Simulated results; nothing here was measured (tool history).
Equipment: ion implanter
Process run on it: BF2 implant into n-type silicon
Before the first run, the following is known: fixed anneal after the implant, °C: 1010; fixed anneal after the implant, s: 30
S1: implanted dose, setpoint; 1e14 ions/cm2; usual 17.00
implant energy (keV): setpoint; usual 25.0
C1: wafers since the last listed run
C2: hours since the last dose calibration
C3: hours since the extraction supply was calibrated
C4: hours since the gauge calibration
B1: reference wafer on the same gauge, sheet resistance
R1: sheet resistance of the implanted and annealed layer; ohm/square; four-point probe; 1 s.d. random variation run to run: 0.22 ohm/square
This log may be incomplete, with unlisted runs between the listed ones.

run 1 hour=0.0 | S1=13.48 implant_energy_(keV)=19.5 | C1=0 C2=1660.1 C3=3425.3 C4=772.8 | B1=138.95 | R1=165.02
run 2 hour=49.1 | S1=13.48 implant_energy_(keV)=19.5 | C1=787 C2=1709.2 C3=3474.4 C4=821.9 | B1=139.03 | R1=164.94
run 3 hour=113.2 | S1=13.48 implant_energy_(keV)=19.5 | C1=1027 C2=1773.3 C3=3538.5 C4=886.0 | B1=138.95 | R1=164.75
run 4 hour=143.3 | S1=17.00 implant_energy_(keV)=25.0 | C1=482 C2=1803.4 C3=3568.6 C4=916.1 | B1=139.04 | R1=144.93
run 5 hour=171.8 | S1=17.00 implant_energy_(keV)=25.0 | C1=456 C2=1831.9 C3=3597.1 C4=944.6 | B1=139.04 | R1=145.04
run 6 hour=232.2 | S1=17.00 implant_energy_(keV)=25.0 | C1=968 C2=1892.3 C3=3657.5 C4=1005.0 | B1=138.99 | R1=144.67
run 7 hour=257.4 | S1=17.00 implant_energy_(keV)=25.0 | C1=403 C2=1917.5 C3=3682.7 C4=1030.2 | B1=139.08 | R1=144.98
run 8 hour=304.4 | S1=17.00 implant_energy_(keV)=25.0 | C1=753 C2=1964.5 C3=3729.7 C4=1077.2 | B1=138.95 | R1=144.77
run 9 hour=335.4 | S1=13.40 implant_energy_(keV)=25.0 | C1=496 C2=1995.5 C3=3760.7 C4=1108.2 | B1=138.88 | R1=151.16
run 10 hour=451.0 | S1=17.00 implant_energy_(keV)=25.0 | C1=1853 C2=2111.1 C3=3876.3 C4=1223.8 | B1=139.04 | R1=144.84
run 11 hour=494.2 | S1=17.00 implant_energy_(keV)=25.0 | C1=692 C2=2154.3 C3=3919.5 C4=1267.0 | B1=139.03 | R1=144.79
-- hour=547.5 gauge calibrated
run 12 hour=554.9 | S1=17.00 implant_energy_(keV)=25.0 | C1=973 C2=2215.0 C3=3980.2 C4=7.4 | B1=138.99 | R1=144.75
run 13 hour=616.7 | S1=17.00 implant_energy_(keV)=20.5 | C1=990 C2=2276.8 C3=4042.0 C4=69.2 | B1=138.99 | R1=155.62
run 14 hour=652.1 | S1=17.00 implant_energy_(keV)=20.5 | C1=567 C2=2312.2 C3=4077.4 C4=104.6 | B1=139.09 | R1=155.57
run 15 hour=707.4 | S1=18.63 implant_energy_(keV)=25.0 | C1=886 C2=2367.5 C3=4132.7 C4=159.9 | B1=138.94 | R1=143.32
run 16 hour=764.2 | S1=18.63 implant_energy_(keV)=25.0 | C1=910 C2=2424.3 C3=4189.5 C4=216.7 | B1=138.93 | R1=143.27
-- hour=828.9 Faraday cup replaced and dose calibrated
run 17 hour=833.5 | S1=17.00 implant_energy_(keV)=25.0 | C1=982 C2=4.6 C3=4258.8 C4=286.0 | B1=139.00 | R1=145.77
run 18 hour=880.3 | S1=17.00 implant_energy_(keV)=25.0 | C1=750 C2=51.4 C3=4305.6 C4=332.8 | B1=139.04 | R1=145.73
run 19 hour=907.5 | S1=17.00 implant_energy_(keV)=21.5 | C1=436 C2=78.6 C3=4332.8 C4=360.0 | B1=138.92 | R1=154.07
run 20 hour=949.1 | S1=14.86 implant_energy_(keV)=17.0 | C1=666 C2=120.2 C3=4374.4 C4=401.6 | B1=139.09 | R1=170.42
run 21 hour=984.8 | S1=17.00 implant_energy_(keV)=25.0 | C1=572 C2=155.9 C3=4410.1 C4=437.3 | B1=139.00 | R1=145.67
-- hour=1054.8 extraction supply calibrated
run 22 hour=1055.3 | S1=17.00 implant_energy_(keV)=25.0 | C1=1001 C2=226.4 C3=0.5 C4=507.8 | B1=139.01 | R1=145.04
run 23 hour=1089.9 | S1=15.27 implant_energy_(keV)=27.0 | C1=554 C2=261.0 C3=35.1 C4=542.4 | B1=138.99 | R1=143.68
run 24 hour=1191.2 | S1=17.00 implant_energy_(keV)=25.0 | C1=1623 C2=362.3 C3=136.4 C4=643.7 | B1=139.02 | R1=145.45
run 25 hour=1235.1 | S1=20.37 implant_energy_(keV)=33.5 | C1=703 C2=406.2 C3=180.3 C4=687.6 | B1=139.02 | R1=125.57
run 26 hour=1286.3 | S1=17.00 implant_energy_(keV)=25.0 | C1=820 C2=457.4 C3=231.5 C4=738.8 | B1=139.00 | R1=144.91
run 27 hour=1316.7 | S1=14.23 implant_energy_(keV)=18.5 | C1=487 C2=487.8 C3=261.9 C4=769.2 | B1=138.88 | R1=166.64
run 28 hour=1347.8 | S1=17.00 implant_energy_(keV)=20.0 | C1=498 C2=518.9 C3=293.0 C4=800.3 | B1=139.04 | R1=157.54
run 29 hour=1476.0 | S1=19.93 implant_energy_(keV)=29.5 | C1=2055 C2=647.1 C3=421.2 C4=928.5 | B1=139.06 | R1=133.24
run 30 hour=1529.7 | S1=17.00 implant_energy_(keV)=28.5 | C1=860 C2=700.8 C3=474.9 C4=982.2 | B1=138.98 | R1=137.75
run 31 hour=1587.7 | S1=15.69 implant_energy_(keV)=22.0 | C1=929 C2=758.8 C3=532.9 C4=1040.2 | B1=138.93 | R1=154.58
run 32 hour=1636.4 | S1=18.61 implant_energy_(keV)=32.5 | C1=780 C2=807.5 C3=581.6 C4=1088.9 | B1=138.98 | R1=128.66
run 33 hour=1691.5 | S1=17.00 implant_energy_(keV)=25.0 | C1=883 C2=862.6 C3=636.7 C4=1144.0 | B1=138.95 | R1=144.71
-- hour=1726.8 gauge calibrated
run 34 hour=1731.2 | S1=13.16 implant_energy_(keV)=29.5 | C1=636 C2=902.3 C3=676.4 C4=4.4 | B1=138.95 | R1=143.69
run 35 hour=1772.1 | S1=11.96 implant_energy_(keV)=20.5 | C1=655 C2=943.2 C3=717.3 C4=45.3 | B1=139.01 | R1=167.84
run 36 hour=1808.0 | S1=19.43 implant_energy_(keV)=29.0 | C1=575 C2=979.1 C3=753.2 C4=81.2 | B1=138.98 | R1=134.54

3 ways to go on from here, each from the tool as it stands after run 36. What would each give?
run A hour=1808.4 | S1=21.88 implant_energy_(keV)=25.0 | C1=6 C2=979.5 C3=753.6 C4=81.6 | B1=? | R1=?
run B hour=1808.4 | S1=13.92 implant_energy_(keV)=25.0 | C1=6 C2=979.5 C3=753.6 C4=81.6 | B1=? | R1=?
run C hour=1808.4 | S1=12.72 implant_energy_(keV)=22.0 | C1=6 C2=979.5 C3=753.6 C4=81.6 | B1=? | R1=?

run=A B1=139.04 R1=141.76
run=B B1=139.04 R1=150.38
run=C B1=139.04 R1=160.93
Without the tool's hidden state the same runs would have given:
run=A R1=141.99
run=B R1=151.25
run=C R1=162.02

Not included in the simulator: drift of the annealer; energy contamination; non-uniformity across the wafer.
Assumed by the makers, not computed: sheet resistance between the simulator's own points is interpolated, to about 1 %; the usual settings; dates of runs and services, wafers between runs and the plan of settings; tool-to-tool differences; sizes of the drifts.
